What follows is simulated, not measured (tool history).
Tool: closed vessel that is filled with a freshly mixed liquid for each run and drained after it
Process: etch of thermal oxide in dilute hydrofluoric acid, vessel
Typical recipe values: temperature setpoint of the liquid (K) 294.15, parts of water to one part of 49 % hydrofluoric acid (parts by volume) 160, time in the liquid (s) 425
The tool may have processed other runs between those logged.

run,day,temperature setpoint of the liquid (K),parts of water to one part of 49 % hydrofluoric acid (parts by volume),time in the liquid (s),"read-back film thickness of the thermal oxide reference wafer, read on the same gauge (nm)",thickness taken off the thermal oxide on a monitor wafer (nm)
1,0,294.15,160,500,40.04,11.8
2,3.662,294.15,160,500,40.01,11.67
3,6.138,294.15,160,500,40,11.55
4,8.354,294.15,160,425,40.03,9.9
5,10.888,294.15,160,425,39.99,9.69
6,15.317,298.15,185,425,40,9.6
7,18.783,298.15,185,425,40,9.57
# day 20.471: gauge calibrated
8,21.883,294.15,160,425,40.01,9.66
9,24.842,294.15,160,425,39.99,9.78
# day 28.008: thermometer replaced
10,29.083,298.65,95,525,40.01,28.48
11,31.858,294.15,160,425,40.02,10.62
12,33.367,294.15,160,425,39.99,10.62
13,35.921,294.15,160,650,40.01,15.96
14,39.242,298.65,220,220,40,4.4
# day 39.979: hydrofluoric acid flow meter replaced
15,42.917,294.15,80,300,40,16.34
16,44.996,298.15,160,200,40.02,5.83
17,46.95,294.15,160,425,40,10.65
18,50.292,296.15,120,545,40.02,20.01

Here are 5 independent what-if runs from the current tool condition. What would each one return?
A,50.325,294.15,160,425,?,?
B,50.325,294.15,160,560,?,?
C,50.325,292.65,105,425,?,?
D,50.325,291.15,110,285,?,?
E,50.325,294.15,160,615,?,?

run,"read-back film thickness of the thermal oxide reference wafer, read on the same gauge (nm)",thickness taken off the thermal oxide on a monitor wafer (nm)
A,40,10.56
B,40,13.91
C,40,16.05
D,40,9.6
E,40,15.28
Without the tool's hidden state the same runs would have given:
run,thickness taken off the thermal oxide on a monitor wafer (nm)
A,10.89
B,14.35
C,16.57
D,9.92
E,15.76
